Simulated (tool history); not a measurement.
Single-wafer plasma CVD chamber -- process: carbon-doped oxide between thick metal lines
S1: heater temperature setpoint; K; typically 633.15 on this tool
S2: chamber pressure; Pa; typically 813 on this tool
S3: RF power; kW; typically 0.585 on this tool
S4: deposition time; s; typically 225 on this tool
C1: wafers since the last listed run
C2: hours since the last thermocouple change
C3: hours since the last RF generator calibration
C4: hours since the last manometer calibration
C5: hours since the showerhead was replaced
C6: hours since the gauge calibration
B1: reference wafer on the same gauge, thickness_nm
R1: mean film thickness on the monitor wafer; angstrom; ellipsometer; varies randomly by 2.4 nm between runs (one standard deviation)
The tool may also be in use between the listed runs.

run,hour,S1,S2,S3,S4,C1,C2,C3,C4,C5,C6,B1,R1
1,0.0,633.15,813,0.585,225,0,1306.3,1129.9,1778.5,2093.7,367.2,1159.610,11852.88
2,101.1,633.15,813,0.585,225,982,1407.4,1231.0,1879.6,2194.8,468.3,1160.610,11833.46
3,165.7,640.15,813,0.585,248,627,1472.0,1295.6,1944.2,2259.4,532.9,1159.756,12872.29
4,222.8,640.15,813,0.585,248,554,1529.1,1352.7,2001.3,2316.5,590.0,1159.036,12862.42
5,295.1,640.15,813,0.585,248,702,1601.4,1425.0,2073.6,2388.8,662.3,1159.979,12830.99
# hour 316.8: showerhead replaced
# hour 317.9: capacitance manometer re-zeroed and calibrated
# hour 321.0: thermocouple changed; heater temperature recalibrated
6,389.0,633.15,813,0.585,225,793,68.0,1518.9,71.1,72.2,756.2,1160.197,11898.46
7,459.6,633.15,813,0.585,225,685,138.6,1589.5,141.7,142.8,826.8,1160.490,11912.74
8,564.0,633.15,813,0.585,225,1014,243.0,1693.9,246.1,247.2,931.2,1160.023,11862.31
# hour 608.5: RF generator calibrated
# hour 618.1: gauge calibrated
9,657.6,633.15,813,0.585,189,831,336.6,49.1,339.7,340.8,39.5,1159.794,10020.42
10,721.6,619.15,977,0.585,225,621,400.6,113.1,403.7,404.8,103.5,1159.725,12595.51
11,818.9,633.15,813,0.585,181,945,497.9,210.4,501.0,502.1,200.8,1159.553,9578.01
12,925.4,639.15,700,0.675,259,1034,604.4,316.9,607.5,608.6,307.3,1158.826,13807.96
13,984.8,643.15,936,0.585,199,576,663.8,376.3,666.9,668.0,366.7,1159.725,10514.63
14,1021.9,645.15,961,0.680,238,360,700.9,413.4,704.0,705.1,403.8,1159.430,13280.10

Here are 5 independent what-if runs from the current tool condition. What would each one return?
A,1022.4,633.15,813,0.585,225,4,701.4,413.9,704.5,705.6,404.3,?,?
B,1022.4,633.15,741,0.585,248,4,701.4,413.9,704.5,705.6,404.3,?,?
C,1022.4,629.15,683,0.630,244,4,701.4,413.9,704.5,705.6,404.3,?,?
D,1022.4,647.15,660,0.585,225,4,701.4,413.9,704.5,705.6,404.3,?,?
E,1022.4,625.15,959,0.495,247,4,701.4,413.9,704.5,705.6,404.3,?,?

run,B1,R1
A,1160.327,11904.05
B,1160.327,12840.90
C,1160.327,12841.25
D,1160.327,10949.85
E,1160.327,12826.37
Had the tool no hidden state, the same runs would have come out as:
run,R1
A,11901.50
B,12861.35
C,12857.08
D,10975.28
E,12793.54

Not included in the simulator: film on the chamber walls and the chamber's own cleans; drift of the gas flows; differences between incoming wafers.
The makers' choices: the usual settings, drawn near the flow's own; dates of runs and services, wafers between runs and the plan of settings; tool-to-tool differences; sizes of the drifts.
